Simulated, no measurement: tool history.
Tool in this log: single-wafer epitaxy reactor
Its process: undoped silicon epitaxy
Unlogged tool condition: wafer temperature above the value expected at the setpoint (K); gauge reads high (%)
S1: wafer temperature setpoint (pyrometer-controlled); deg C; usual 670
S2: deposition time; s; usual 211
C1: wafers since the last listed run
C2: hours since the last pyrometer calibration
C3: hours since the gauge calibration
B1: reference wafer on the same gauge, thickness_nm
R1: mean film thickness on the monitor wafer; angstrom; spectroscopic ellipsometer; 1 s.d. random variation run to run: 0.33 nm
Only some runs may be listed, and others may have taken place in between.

Run 1, hour 0: usual settings; C1 0; C2 1251; C3 725.4; B1 64.678. Result: R1 553.5 angstrom.
Run 2, hour 64.3: usual settings but S2 228 s; C1 382; C2 1315.3; C3 789.7; B1 64.635. Result: R1 602.54 angstrom.
Run 3, hour 122.3: usual settings but S2 228 s; C1 344; C2 1373.3; C3 847.7; B1 64.648. Result: R1 602 angstrom.
Run 4, hour 158.4: usual settings but S2 228 s; C1 214; C2 1409.4; C3 883.8; B1 64.709. Result: R1 603.54 angstrom.
Run 5, hour 220.7: usual settings but S1 663 deg C; C1 370; C2 1471.7; C3 946.1; B1 64.728. Result: R1 479.07 angstrom.
Run 6, hour 286.3: usual settings; C1 390; C2 1537.3; C3 1011.7; B1 64.609. Result: R1 557.8 angstrom.
At hour 445.7: gauge calibrated.
Run 7, hour 490.8: usual settings; C1 1215; C2 1741.8; C3 45.1; B1 64.698. Result: R1 558.95 angstrom.
Run 8, hour 543.3: usual settings; C1 312; C2 1794.3; C3 97.6; B1 64.637. Result: R1 557.32 angstrom.
At hour 586.8: pyrometer calibrated.
Run 9, hour 610.9: usual settings but S1 659 deg C, S2 185 s; C1 354; C2 24.1; C3 165.2; B1 64.716. Result: R1 389.85 angstrom.
Run 10, hour 681.8: usual settings but S1 682 deg C, S2 198 s; C1 421; C2 95; C3 236.1; B1 64.69. Result: R1 672.78 angstrom.
Run 11, hour 745.7: usual settings but S1 681 deg C, S2 180 s; C1 379; C2 158.9; C3 300; B1 64.651. Result: R1 602.2 angstrom.

Estimate the outcome of run 12 from the log above:
Run 12, hour 780.8: usual settings but S1 659 deg C, S2 192 s; C1 208; C2 194; C3 335.1; B1 ?. Result: R1 ?.

{"run 12": {"B1": 64.736, "R1": 399.58}}
Take away the tool's hidden state, keep the run-to-run variation as it was, and the same run would have given R1 399.58 angstrom.
